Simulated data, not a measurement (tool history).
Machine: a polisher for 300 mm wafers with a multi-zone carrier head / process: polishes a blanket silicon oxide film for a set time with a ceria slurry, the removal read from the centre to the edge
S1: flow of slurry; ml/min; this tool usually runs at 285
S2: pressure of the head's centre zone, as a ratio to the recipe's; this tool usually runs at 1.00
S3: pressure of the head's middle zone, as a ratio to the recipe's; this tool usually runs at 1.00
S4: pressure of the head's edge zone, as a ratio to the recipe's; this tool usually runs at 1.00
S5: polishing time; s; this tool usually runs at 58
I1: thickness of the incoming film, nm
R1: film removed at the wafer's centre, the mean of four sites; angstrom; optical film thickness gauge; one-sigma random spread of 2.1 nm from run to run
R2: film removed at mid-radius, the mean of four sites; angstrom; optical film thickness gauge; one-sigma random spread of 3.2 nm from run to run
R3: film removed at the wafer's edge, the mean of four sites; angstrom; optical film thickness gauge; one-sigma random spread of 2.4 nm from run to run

| run | hour | S1 | S2 | S3 | S4 | S5 | I1 | R1 | R2 | R3 |
|---|---|---|---|---|---|---|---|---|---|---|
| 1 | 0.0 | 285 | 1.00 | 1.00 | 1.00 | 58 | 1875.9 | 2596 | 2936 | 2970 |
| 2 | 8.7 | 285 | 1.00 | 1.00 | 1.00 | 58 | 1865.8 | 2578 | 3000 | 2909 |
| 3 | 17.0 | 285 | 1.00 | 1.00 | 1.00 | 58 | 1862.1 | 2536 | 2890 | 2972 |
| 4 | 28.0 | 355 | 1.00 | 1.00 | 1.00 | 58 | 1904.7 | 2662 | 3054 | 2983 |
| 5 | 34.3 | 355 | 1.00 | 1.00 | 1.00 | 58 | 1888.1 | 2632 | 3013 | 2968 |
| 6 | 48.2 | 285 | 1.00 | 1.00 | 1.00 | 58 | 1854.8 | 2561 | 2876 | 2911 |
| 7 | 59.6 | 285 | 1.00 | 1.00 | 1.00 | 58 | 1857.0 | 2552 | 2969 | 2911 |
| 8 | 77.3 | 285 | 1.00 | 1.00 | 1.07 | 58 | 1868.6 | 2644 | 3125 | 3101 |
| 9 | 92.2 | 285 | 1.04 | 0.92 | 0.91 | 58 | 1845.7 | 3180 | 2829 | 2874 |
| 10 | 102.3 | 285 | 1.00 | 1.00 | 1.00 | 58 | 1873.3 | 3058 | 3106 | 2994 |
| 11 | 119.7 | 340 | 1.09 | 1.00 | 1.00 | 58 | 1880.3 | 3369 | 3073 | 3044 |
| 12 | 126.7 | 285 | 1.00 | 1.00 | 1.00 | 58 | 1877.6 | 3017 | 3060 | 2981 |
| 13 | 135.0 | 285 | 0.93 | 1.00 | 1.00 | 75 | 1870.6 | 3727 | 3956 | 3944 |
| 14 | 152.1 | 285 | 1.00 | 1.00 | 1.00 | 58 | 1902.1 | 3060 | 3063 | 3002 |
| 15 | 164.7 | 285 | 1.05 | 1.00 | 0.94 | 58 | 1899.7 | 3162 | 3047 | 2880 |
| 16 | 186.6 | 285 | 1.10 | 0.96 | 0.93 | 58 | 1852.4 | 3301 | 2911 | 2934 |
| 17 | 193.3 | 285 | 1.00 | 1.00 | 1.11 | 58 | 1839.9 | 3021 | 3029 | 3160 |
| 18 | 206.2 | 255 | 1.00 | 1.00 | 1.00 | 58 | 1857.3 | 2998 | 2961 | 2960 |
| 19 | 215.2 | 285 | 1.09 | 0.91 | 1.05 | 39 | 1890.8 | 2202 | 1895 | 2070 |
| 20 | 231.8 | 285 | 1.00 | 1.00 | 1.00 | 44 | 1891.2 | 2273 | 2321 | 2264 |
| 21 | 245.0 | 285 | 1.08 | 1.04 | 1.00 | 66 | 1870.5 | 3655 | 3515 | 3376 |

Taken out of this log: 6 entries between the listed runs. Where each belongs, and how the hidden state differs across it:
Runs 7 to 8: edge zone pressure recalibrated (hour 62.1); worn pad replaced by a new one (hour 65.9); carrier head's membrane replaced by a new one (hour 72.2); slurry nozzle cleaned (hour 72.4)
  slurry flow missing at the pad, %: 40.8 -> 1.18; deviation of the centre zone's pressure from its setpoint, %: -14.6 -> -15.1
  the result without the hidden state subtracted from the measured one, R1: -532 -> -414 angstrom; R2: -136 -> -1 angstrom; R3: -102 -> -2 angstrom
Runs 8 to 9: centre zone pressure recalibrated (hour 80.3)
  slurry flow missing at the pad, %: 1.18 -> 4.54; deviation of the centre zone's pressure from its setpoint, %: -15.1 -> 0.215
  the result without the hidden state subtracted from the measured one, R1: -414 -> -7 angstrom; R2: -1 -> -10 angstrom; R3: -2 -> -8 angstrom
Runs 15 to 16: worn pad replaced by a new one (hour 186.1)
  slurry flow missing at the pad, %: 17.3 -> 20.3; deviation of the centre zone's pressure from its setpoint, %: 0.0978 -> 0.0279
  the result without the hidden state subtracted from the measured one, R1: -52 -> -67 angstrom; R2: -48 -> -55 angstrom; R3: -34 -> -42 angstrom
